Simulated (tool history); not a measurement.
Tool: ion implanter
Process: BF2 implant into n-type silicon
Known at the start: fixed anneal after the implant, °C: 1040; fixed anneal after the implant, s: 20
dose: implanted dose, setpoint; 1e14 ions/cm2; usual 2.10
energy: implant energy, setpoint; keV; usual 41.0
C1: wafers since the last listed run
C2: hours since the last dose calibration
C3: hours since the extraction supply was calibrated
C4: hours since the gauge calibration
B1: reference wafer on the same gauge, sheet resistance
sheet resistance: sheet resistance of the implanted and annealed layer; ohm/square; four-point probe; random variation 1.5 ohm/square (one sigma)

Run 1, hour 0.0: usual settings; C1 0; C2 1526.2; C3 1529.7; C4 617.7; B1 506.51. Result: sheet resistance 488.54 ohm/square.
Run 2, hour 44.1: usual settings but dose 1.86 1e14 ions/cm2; C1 921; C2 1570.3; C3 1573.8; C4 661.8; B1 506.71. Result: sheet resistance 536.26 ohm/square.
Run 3, hour 108.3: usual settings but dose 1.86 1e14 ions/cm2; C1 1340; C2 1634.5; C3 1638.0; C4 726.0; B1 506.78. Result: sheet resistance 539.40 ohm/square.
Run 4, hour 158.9: usual settings but dose 1.86 1e14 ions/cm2; C1 1056; C2 1685.1; C3 1688.6; C4 776.6; B1 506.85. Result: sheet resistance 539.28 ohm/square.
Run 5, hour 196.4: usual settings but dose 2.53 1e14 ions/cm2; C1 783; C2 1722.6; C3 1726.1; C4 814.1; B1 506.85. Result: sheet resistance 416.45 ohm/square.
Run 6, hour 244.6: usual settings but dose 2.53 1e14 ions/cm2; C1 1006; C2 1770.8; C3 1774.3; C4 862.3; B1 507.14. Result: sheet resistance 416.60 ohm/square.
Run 7, hour 304.2: usual settings but dose 2.53 1e14 ions/cm2; C1 1244; C2 1830.4; C3 1833.9; C4 921.9; B1 506.91. Result: sheet resistance 417.52 ohm/square.
Run 8, hour 369.5: usual settings; C1 1363; C2 1895.7; C3 1899.2; C4 987.2; B1 506.80. Result: sheet resistance 487.13 ohm/square.
Run 9, hour 400.5: usual settings; C1 647; C2 1926.7; C3 1930.2; C4 1018.2; B1 507.11. Result: sheet resistance 487.89 ohm/square.
Run 10, hour 460.5: usual settings; C1 1253; C2 1986.7; C3 1990.2; C4 1078.2; B1 507.37. Result: sheet resistance 489.33 ohm/square.
Run 11, hour 506.7: usual settings; C1 964; C2 2032.9; C3 2036.4; C4 1124.4; B1 506.67. Result: sheet resistance 488.33 ohm/square.
At hour 539.9: gauge calibrated.
Run 12, hour 546.1: usual settings but dose 2.46 1e14 ions/cm2, energy 45.0 keV; C1 822; C2 2072.3; C3 2075.8; C4 6.2; B1 507.10. Result: sheet resistance 422.86 ohm/square.
Run 13, hour 596.9: usual settings but dose 2.46 1e14 ions/cm2, energy 45.0 keV; C1 1061; C2 2123.1; C3 2126.6; C4 57.0; B1 507.17. Result: sheet resistance 423.71 ohm/square.
Run 14, hour 629.9: usual settings but dose 2.46 1e14 ions/cm2, energy 45.0 keV; C1 689; C2 2156.1; C3 2159.6; C4 90.0; B1 507.09. Result: sheet resistance 423.97 ohm/square.
Run 15, hour 678.7: usual settings; C1 1019; C2 2204.9; C3 2208.4; C4 138.8; B1 506.92. Result: sheet resistance 491.10 ohm/square.
Run 16, hour 714.2: usual settings but dose 1.97 1e14 ions/cm2; C1 741; C2 2240.4; C3 2243.9; C4 174.3; B1 507.08. Result: sheet resistance 513.65 ohm/square.
Run 17, hour 782.6: usual settings but dose 1.78 1e14 ions/cm2; C1 1428; C2 2308.8; C3 2312.3; C4 242.7; B1 507.16. Result: sheet resistance 560.88 ohm/square.
Run 18, hour 833.2: usual settings but energy 29.0 keV; C1 1056; C2 2359.4; C3 2362.9; C4 293.3; B1 506.72. Result: sheet resistance 508.98 ohm/square.
Run 19, hour 874.7: usual settings but dose 2.35 1e14 ions/cm2; C1 866; C2 2400.9; C3 2404.4; C4 334.8; B1 507.20. Result: sheet resistance 444.68 ohm/square.
Run 20, hour 941.8: usual settings but energy 29.0 keV; C1 1401; C2 2468.0; C3 2471.5; C4 401.9; B1 506.74. Result: sheet resistance 509.14 ohm/square.
Run 21, hour 994.3: usual settings but dose 2.72 1e14 ions/cm2, energy 44.5 keV; C1 1096; C2 2520.5; C3 2524.0; C4 454.4; B1 507.19. Result: sheet resistance 389.79 ohm/square.
Run 22, hour 1039.2: usual settings; C1 937; C2 2565.4; C3 2568.9; C4 499.3; B1 507.32. Result: sheet resistance 486.52 ohm/square.
Run 23, hour 1065.9: usual settings but dose 2.71 1e14 ions/cm2, energy 37.0 keV; C1 557; C2 2592.1; C3 2595.6; C4 526.0; B1 507.12. Result: sheet resistance 398.55 ohm/square.
At hour 1101.7: extraction supply calibrated.
Run 24, hour 1109.3: usual settings but dose 1.87 1e14 ions/cm2, energy 45.0 keV; C1 739; C2 2635.5; C3 7.6; C4 569.4; B1 507.33. Result: sheet resistance 532.56 ohm/square.
At hour 1123.3: Faraday cup replaced and dose calibrated.
Run 25, hour 1158.0: usual settings but dose 1.88 1e14 ions/cm2, energy 44.5 keV; C1 850; C2 34.7; C3 56.3; C4 618.1; B1 506.87. Result: sheet resistance 530.32 ohm/square.
Run 26, hour 1229.6: usual settings; C1 1495; C2 106.3; C3 127.9; C4 689.7; B1 507.11. Result: sheet resistance 487.21 ohm/square.
Run 27, hour 1289.8: usual settings but energy 32.0 keV; C1 1257; C2 166.5; C3 188.1; C4 749.9; B1 507.06. Result: sheet resistance 501.46 ohm/square.
Run 28, hour 1341.3: usual settings but dose 2.66 1e14 ions/cm2, energy 34.0 keV; C1 1075; C2 218.0; C3 239.6; C4 801.4; B1 506.71. Result: sheet resistance 408.31 ohm/square.
Run 29, hour 1447.6: usual settings but dose 2.56 1e14 ions/cm2, energy 45.0 keV; C1 2220; C2 324.3; C3 345.9; C4 907.7; B1 507.26. Result: sheet resistance 410.65 ohm/square.
Run 30, hour 1491.7: usual settings but dose 2.66 1e14 ions/cm2, energy 34.0 keV; C1 921; C2 368.4; C3 390.0; C4 951.8; B1 507.00. Result: sheet resistance 409.12 ohm/square.
Run 31, hour 1547.8: usual settings but dose 1.88 1e14 ions/cm2, energy 44.5 keV; C1 1171; C2 424.5; C3 446.1; C4 1007.9; B1 507.10. Result: sheet resistance 532.19 ohm/square.
Run 32, hour 1599.5: usual settings; C1 1079; C2 476.2; C3 497.8; C4 1059.6; B1 507.33. Result: sheet resistance 485.24 ohm/square.
Run 33, hour 1661.9: usual settings but dose 2.46 1e14 ions/cm2, energy 55.0 keV; C1 1303; C2 538.6; C3 560.2; C4 1122.0; B1 506.93. Result: sheet resistance 414.20 ohm/square.
Run 34, hour 1688.2: usual settings but dose 2.54 1e14 ions/cm2, energy 49.5 keV; C1 549; C2 564.9; C3 586.5; C4 1148.3; B1 506.69. Result: sheet resistance 408.12 ohm/square.
Run 35, hour 1715.1: usual settings; C1 561; C2 591.8; C3 613.4; C4 1175.2; B1 507.53. Result: sheet resistance 488.98 ohm/square.

3 ways to go on from here, each from the tool as it stands after run 35. What would each give?
Run A, hour 1715.5: usual settings; C1 8; C2 592.2; C3 613.8; C4 1175.6; B1 ?. Result: sheet resistance ?.
Run B, hour 1715.5: usual settings but dose 1.58 1e14 ions/cm2; C1 8; C2 592.2; C3 613.8; C4 1175.6; B1 ?. Result: sheet resistance ?.
Run C, hour 1715.5: usual settings but dose 2.63 1e14 ions/cm2, energy 45.0 keV; C1 8; C2 592.2; C3 613.8; C4 1175.6; B1 ?. Result: sheet resistance ?.

run      B1  sheet resistance
  A  507.09            484.29
  B  507.09            612.47
  C  507.09            397.44
Without the tool's hidden state the same runs would have given:
run  sheet resistance
  A            484.29
  B            612.47
  C            397.44

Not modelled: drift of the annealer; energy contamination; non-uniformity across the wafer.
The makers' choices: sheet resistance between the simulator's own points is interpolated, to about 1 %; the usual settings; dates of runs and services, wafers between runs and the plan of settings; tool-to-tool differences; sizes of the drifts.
